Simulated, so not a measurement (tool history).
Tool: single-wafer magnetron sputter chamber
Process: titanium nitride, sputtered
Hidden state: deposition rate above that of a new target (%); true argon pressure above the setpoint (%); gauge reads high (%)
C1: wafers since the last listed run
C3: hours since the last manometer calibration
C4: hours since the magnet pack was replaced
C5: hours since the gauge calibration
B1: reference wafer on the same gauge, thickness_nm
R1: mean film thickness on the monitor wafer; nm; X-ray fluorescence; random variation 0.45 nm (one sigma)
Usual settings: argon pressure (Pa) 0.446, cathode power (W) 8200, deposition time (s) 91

{"run": 1, "hour": 0.0, "argon pressure (Pa)": 0.387, "cathode power (W)": 8200, "deposition time (s)": 91, "C1": 0, "wafers on the sputter target": 9092, "C3": 905.9, "C4": 5676.6, "C5": 2025.7, "B1": 172.028, "R1": 143.977}
{"run": 2, "hour": 85.3, "argon pressure (Pa)": 0.446, "cathode power (W)": 8200, "deposition time (s)": 91, "C1": 1174, "wafers on the sputter target": 10267, "C3": 991.2, "C4": 5761.9, "C5": 2111, "B1": 172.17, "R1": 140.498}
{"hour": 165.4, "done": "sputter target and shields replaced"}
{"run": 3, "hour": 187.1, "argon pressure (Pa)": 0.446, "cathode power (W)": 8200, "deposition time (s)": 91, "C1": 1291, "wafers on the sputter target": 299, "C3": 1093, "C4": 5863.7, "C5": 2212.8, "B1": 172.086, "R1": 139.63}
{"hour": 273.7, "done": "capacitance manometer re-zeroed and calibrated"}
{"run": 4, "hour": 278.4, "argon pressure (Pa)": 0.446, "cathode power (W)": 8200, "deposition time (s)": 91, "C1": 1147, "wafers on the sputter target": 1446, "C3": 4.7, "C4": 5955, "C5": 2304.1, "B1": 172.195, "R1": 143.572}
{"run": 5, "hour": 363.6, "argon pressure (Pa)": 0.446, "cathode power (W)": 9000, "deposition time (s)": 91, "C1": 1173, "wafers on the sputter target": 2619, "C3": 89.9, "C4": 6040.2, "C5": 2389.3, "B1": 171.941, "R1": 153.959}
{"run": 6, "hour": 480.3, "argon pressure (Pa)": 0.446, "cathode power (W)": 9000, "deposition time (s)": 91, "C1": 1607, "wafers on the sputter target": 4226, "C3": 206.6, "C4": 6156.9, "C5": 2506, "B1": 172.132, "R1": 154.239}
{"run": 7, "hour": 574.2, "argon pressure (Pa)": 0.446, "cathode power (W)": 9000, "deposition time (s)": 91, "C1": 1293, "wafers on the sputter target": 5519, "C3": 300.5, "C4": 6250.8, "C5": 2599.9, "B1": 171.985, "R1": 154.053}
{"run": 8, "hour": 676.2, "argon pressure (Pa)": 0.323, "cathode power (W)": 8200, "deposition time (s)": 91, "C1": 1404, "wafers on the sputter target": 6924, "C3": 402.5, "C4": 6352.8, "C5": 2701.9, "B1": 171.971, "R1": 147.438}
{"run": 9, "hour": 740.3, "argon pressure (Pa)": 0.323, "cathode power (W)": 8200, "deposition time (s)": 91, "C1": 882, "wafers on the sputter target": 7807, "C3": 466.6, "C4": 6416.9, "C5": 2766, "B1": 172.039, "R1": 148.045}
{"hour": 760.1, "done": "magnet pack replaced"}
{"run": 10, "hour": 787.2, "argon pressure (Pa)": 0.446, "cathode power (W)": 8200, "deposition time (s)": 91, "C1": 535, "wafers on the sputter target": 8342, "C3": 513.5, "C4": 27.1, "C5": 2812.9, "B1": 172.087, "R1": 141.882}
{"hour": 835.0, "done": "sputter target and shields replaced"}
{"hour": 1007.6, "done": "gauge calibrated"}
{"run": 11, "hour": 1017.9, "argon pressure (Pa)": 0.446, "cathode power (W)": 8200, "deposition time (s)": 102.7, "C1": 3066, "wafers on the sputter target": 2518, "C3": 744.2, "C4": 257.8, "C5": 10.3, "B1": 172.046, "R1": 159.156}
{"run": 12, "hour": 1057.4, "argon pressure (Pa)": 0.274, "cathode power (W)": 8200, "deposition time (s)": 104.2, "C1": 543, "wafers on the sputter target": 3062, "C3": 783.7, "C4": 297.3, "C5": 49.8, "B1": 171.912, "R1": 172.545}
{"run": 13, "hour": 1125.0, "argon pressure (Pa)": 0.613, "cathode power (W)": 6350, "deposition time (s)": 91, "C1": 930, "wafers on the sputter target": 3993, "C3": 851.3, "C4": 364.9, "C5": 117.4, "B1": 171.926, "R1": 106.835}
{"run": 14, "hour": 1195.8, "argon pressure (Pa)": 0.446, "cathode power (W)": 8200, "deposition time (s)": 91, "C1": 974, "wafers on the sputter target": 4968, "C3": 922.1, "C4": 435.7, "C5": 188.2, "B1": 172.284, "R1": 141.394}
{"run": 15, "hour": 1277.6, "argon pressure (Pa)": 0.493, "cathode power (W)": 8200, "deposition time (s)": 74.1, "C1": 1126, "wafers on the sputter target": 6095, "C3": 1003.9, "C4": 517.5, "C5": 270, "B1": 172.092, "R1": 112.543}
{"run": 16, "hour": 1384.1, "argon pressure (Pa)": 0.582, "cathode power (W)": 8800, "deposition time (s)": 76.1, "C1": 1466, "wafers on the sputter target": 7561, "C3": 1110.4, "C4": 624, "C5": 376.5, "B1": 171.968, "R1": 119.364}
{"hour": 1396.5, "done": "capacitance manometer re-zeroed and calibrated"}
{"run": 17, "hour": 1464.4, "argon pressure (Pa)": 0.446, "cathode power (W)": 6600, "deposition time (s)": 79.4, "C1": 995, "wafers on the sputter target": 8557, "C3": 67.9, "C4": 704.3, "C5": 456.8, "B1": 171.991, "R1": 103.262}
{"run": 18, "hour": 1535.8, "argon pressure (Pa)": 0.446, "cathode power (W)": 6250, "deposition time (s)": 104, "C1": 983, "wafers on the sputter target": 9540, "C3": 139.3, "C4": 775.7, "C5": 528.2, "B1": 172.253, "R1": 128.46}
{"hour": 1588.0, "done": "sputter target and shields replaced"}
{"run": 19, "hour": 1634.5, "argon pressure (Pa)": 0.446, "cathode power (W)": 8200, "deposition time (s)": 91, "C1": 1249, "wafers on the sputter target": 640, "C3": 238, "C4": 874.4, "C5": 626.9, "B1": 172.075, "R1": 141.526}
{"run": 20, "hour": 1683.0, "argon pressure (Pa)": 0.446, "cathode power (W)": 8200, "deposition time (s)": 91, "C1": 667, "wafers on the sputter target": 1308, "C3": 286.5, "C4": 922.9, "C5": 675.4, "B1": 171.992, "R1": 141.804}
{"run": 21, "hour": 1749.2, "argon pressure (Pa)": 0.279, "cathode power (W)": 8200, "deposition time (s)": 91, "C1": 911, "wafers on the sputter target": 2219, "C3": 352.7, "C4": 989.1, "C5": 741.6, "B1": 172.156, "R1": 150.383}
{"run": 22, "hour": 1795.3, "argon pressure (Pa)": 0.617, "cathode power (W)": 8200, "deposition time (s)": 91, "C1": 634, "wafers on the sputter target": 2854, "C3": 398.8, "C4": 1035.2, "C5": 787.7, "B1": 171.931, "R1": 133.645}
{"run": 23, "hour": 1850.0, "argon pressure (Pa)": 0.446, "cathode power (W)": 7300, "deposition time (s)": 76.1, "C1": 753, "wafers on the sputter target": 3607, "C3": 453.5, "C4": 1089.9, "C5": 842.4, "B1": 171.989, "R1": 106.871}
{"run": 24, "hour": 1935.1, "argon pressure (Pa)": 0.446, "cathode power (W)": 8200, "deposition time (s)": 101.6, "C1": 1171, "wafers on the sputter target": 4779, "C3": 538.6, "C4": 1175, "C5": 927.5, "B1": 172.171, "R1": 158.161}
{"run": 25, "hour": 2007.0, "argon pressure (Pa)": 0.36, "cathode power (W)": 8200, "deposition time (s)": 96.6, "C1": 990, "wafers on the sputter target": 5770, "C3": 610.5, "C4": 1246.9, "C5": 999.4, "B1": 171.792, "R1": 154.215}
{"run": 26, "hour": 2072.2, "argon pressure (Pa)": 0.562, "cathode power (W)": 8900, "deposition time (s)": 107.2, "C1": 897, "wafers on the sputter target": 6667, "C3": 675.7, "C4": 1312.1, "C5": 1064.6, "B1": 171.897, "R1": 171.939}
{"run": 27, "hour": 2171.4, "argon pressure (Pa)": 0.568, "cathode power (W)": 8200, "deposition time (s)": 91, "C1": 1366, "wafers on the sputter target": 8034, "C3": 774.9, "C4": 1411.3, "C5": 1163.8, "B1": 171.979, "R1": 135.307}
{"run": 28, "hour": 2276.8, "argon pressure (Pa)": 0.503, "cathode power (W)": 7150, "deposition time (s)": 79.2, "C1": 1451, "wafers on the sputter target": 9485, "C3": 880.3, "C4": 1516.7, "C5": 1269.2, "B1": 171.84, "R1": 106.059}
{"run": 29, "hour": 2342.8, "argon pressure (Pa)": 0.39, "cathode power (W)": 8200, "deposition time (s)": 79.9, "C1": 908, "wafers on the sputter target": 10394, "C3": 946.3, "C4": 1582.7, "C5": 1335.2, "B1": 171.87, "R1": 126.07}
{"hour": 2412.5, "done": "sputter target and shields replaced"}
{"run": 30, "hour": 2423.6, "argon pressure (Pa)": 0.446, "cathode power (W)": 8200, "deposition time (s)": 91, "C1": 1002, "wafers on the sputter target": 153, "C3": 1027.1, "C4": 1663.5, "C5": 1416, "B1": 172.006, "R1": 140.955}
{"hour": 2503.1, "done": "capacitance manometer re-zeroed and calibrated"}
{"run": 31, "hour": 2567.7, "argon pressure (Pa)": 0.522, "cathode power (W)": 8200, "deposition time (s)": 91, "C1": 1874, "wafers on the sputter target": 2027, "C3": 64.6, "C4": 1807.6, "C5": 1560.1, "B1": 172.037, "R1": 138.907}
{"run": 32, "hour": 2604.1, "argon pressure (Pa)": 0.525, "cathode power (W)": 9250, "deposition time (s)": 91, "C1": 501, "wafers on the sputter target": 2529, "C3": 101, "C4": 1844, "C5": 1596.5, "B1": 172.087, "R1": 153.683}
{"run": 33, "hour": 2658.8, "argon pressure (Pa)": 0.537, "cathode power (W)": 9150, "deposition time (s)": 102.3, "C1": 753, "wafers on the sputter target": 3282, "C3": 155.7, "C4": 1898.7, "C5": 1651.2, "B1": 171.925, "R1": 170.264}
{"run": 34, "hour": 2739.5, "argon pressure (Pa)": 0.527, "cathode power (W)": 8200, "deposition time (s)": 91, "C1": 1111, "wafers on the sputter target": 4393, "C3": 236.4, "C4": 1979.4, "C5": 1731.9, "B1": 172.209, "R1": 138.247}
{"run": 35, "hour": 2807.9, "argon pressure (Pa)": 0.573, "cathode power (W)": 8900, "deposition time (s)": 105.6, "C1": 941, "wafers on the sputter target": 5335, "C3": 304.8, "C4": 2047.8, "C5": 1800.3, "B1": 172.251, "R1": 168.861}

Some steps in R1 between neighbouring runs. How much of each would the tool show without its hidden state too (settings, what came in, random variation), and how much is left for the hidden state, with any gauge scatter that isn't in both results?
Run 3 -> 4: capacitance manometer re-zeroed and calibrated. R1 +3.942 nm: hidden state +2.612, all else +1.33.
Run 12 -> 13: argon pressure (Pa) 0.274 -> 0.613, cathode power (W) 8200 -> 6350, deposition time (s) 104.2 -> 91. R1 -65.71 nm: hidden state -0.439, all else -65.271.
Run 16 -> 17: argon pressure (Pa) 0.582 -> 0.446, cathode power (W) 8800 -> 6600, deposition time (s) 76.1 -> 79.4, capacitance manometer re-zeroed and calibrated. R1 -16.102 nm: hidden state +2.354, all else -18.456.
Run 23 -> 24: cathode power (W) 7300 -> 8200, deposition time (s) 76.1 -> 101.6. R1 +51.29 nm: hidden state -0.764, all else +52.054.
Run 26 -> 27: argon pressure (Pa) 0.562 -> 0.568, cathode power (W) 8900 -> 8200, deposition time (s) 107.2 -> 91. R1 -36.632 nm: hidden state +0.483, all else -37.115.
Run 30 -> 31: argon pressure (Pa) 0.446 -> 0.522, capacitance manometer re-zeroed and calibrated. R1 -2.048 nm: hidden state +1.45, all else -3.498.

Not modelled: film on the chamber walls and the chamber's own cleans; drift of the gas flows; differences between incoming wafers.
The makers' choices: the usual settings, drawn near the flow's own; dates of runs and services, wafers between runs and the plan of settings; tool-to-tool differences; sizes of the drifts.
